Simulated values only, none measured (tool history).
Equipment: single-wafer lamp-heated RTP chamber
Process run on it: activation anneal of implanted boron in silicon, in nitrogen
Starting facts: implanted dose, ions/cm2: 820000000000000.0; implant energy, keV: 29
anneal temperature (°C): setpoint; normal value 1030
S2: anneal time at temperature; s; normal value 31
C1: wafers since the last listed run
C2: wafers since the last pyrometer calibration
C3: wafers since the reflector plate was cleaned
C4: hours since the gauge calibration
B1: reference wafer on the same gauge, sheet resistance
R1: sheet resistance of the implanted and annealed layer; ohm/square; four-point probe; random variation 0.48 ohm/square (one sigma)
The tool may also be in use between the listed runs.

{"run": 1, "hour": 0.0, "anneal temperature (°C)": 1030, "S2": 40, "C1": 0, "C2": 510, "C3": 4590, "C4": 156.1, "B1": 138.29, "R1": 142.57}
{"run": 2, "hour": 38.1, "anneal temperature (°C)": 1030, "S2": 40, "C1": 375, "C2": 886, "C3": 4966, "C4": 194.2, "B1": 138.48, "R1": 143.43}
{"run": 3, "hour": 152.4, "anneal temperature (°C)": 1030, "S2": 40, "C1": 1127, "C2": 2013, "C3": 6093, "C4": 308.5, "B1": 139.01, "R1": 143.77}
{"run": 4, "hour": 182.9, "anneal temperature (°C)": 1011, "S2": 45, "C1": 300, "C2": 2314, "C3": 6394, "C4": 339.0, "B1": 139.03, "R1": 145.33}
{"run": 5, "hour": 214.0, "anneal temperature (°C)": 1011, "S2": 45, "C1": 306, "C2": 2621, "C3": 6701, "C4": 370.1, "B1": 139.33, "R1": 146.54}
{"hour": 255.2, "done": "pyrometer window cleaned and pyrometer calibrated"}
{"run": 6, "hour": 281.6, "anneal temperature (°C)": 1021, "S2": 31, "C1": 588, "C2": 260, "C3": 7289, "C4": 437.7, "B1": 139.59, "R1": 145.39}
{"run": 7, "hour": 315.8, "anneal temperature (°C)": 1021, "S2": 31, "C1": 337, "C2": 597, "C3": 7626, "C4": 471.9, "B1": 139.78, "R1": 144.73}
{"run": 8, "hour": 355.3, "anneal temperature (°C)": 1030, "S2": 31, "C1": 389, "C2": 987, "C3": 8016, "C4": 511.4, "B1": 139.99, "R1": 145.61}
{"run": 9, "hour": 379.9, "anneal temperature (°C)": 1004, "S2": 25, "C1": 242, "C2": 1230, "C3": 8259, "C4": 536.0, "B1": 140.07, "R1": 147.88}
{"hour": 421.7, "done": "reflector plate cleaned"}
{"run": 10, "hour": 422.2, "anneal temperature (°C)": 1030, "S2": 40, "C1": 338, "C2": 1568, "C3": 4, "C4": 578.3, "B1": 140.23, "R1": 145.09}
{"run": 11, "hour": 525.7, "anneal temperature (°C)": 1030, "S2": 19, "C1": 1021, "C2": 2589, "C3": 1025, "C4": 681.8, "B1": 140.78, "R1": 146.8}
{"run": 12, "hour": 589.6, "anneal temperature (°C)": 1009, "S2": 40, "C1": 630, "C2": 3220, "C3": 1656, "C4": 745.7, "B1": 140.97, "R1": 148.57}
{"hour": 613.9, "done": "gauge calibrated"}
{"run": 13, "hour": 624.2, "anneal temperature (°C)": 1030, "S2": 31, "C1": 341, "C2": 3561, "C3": 1997, "C4": 10.3, "B1": 138.68, "R1": 143.2}
{"hour": 635.0, "done": "pyrometer window cleaned and pyrometer calibrated"}
{"run": 14, "hour": 657.5, "anneal temperature (°C)": 1005, "S2": 47, "C1": 249, "C2": 222, "C3": 2247, "C4": 43.6, "B1": 138.94, "R1": 147.27}
{"run": 15, "hour": 698.2, "anneal temperature (°C)": 1030, "S2": 37, "C1": 401, "C2": 623, "C3": 2648, "C4": 84.3, "B1": 138.96, "R1": 142.81}
{"run": 16, "hour": 740.9, "anneal temperature (°C)": 1011, "S2": 16, "C1": 421, "C2": 1045, "C3": 3069, "C4": 127.0, "B1": 139.3, "R1": 147.49}

The next listed run, before its measurement:
{"run": 17, "hour": 802.7, "anneal temperature (°C)": 1011, "S2": 45, "C1": 609, "C2": 1654, "C3": 3679, "C4": 188.8, "B1": "?", "R1": "?"}

Logged for run 17: B1 139.50, R1 146.38 ohm/square.
The same run, on a tool lacking any hidden state, would have yielded R1 144.76 ohm/square.
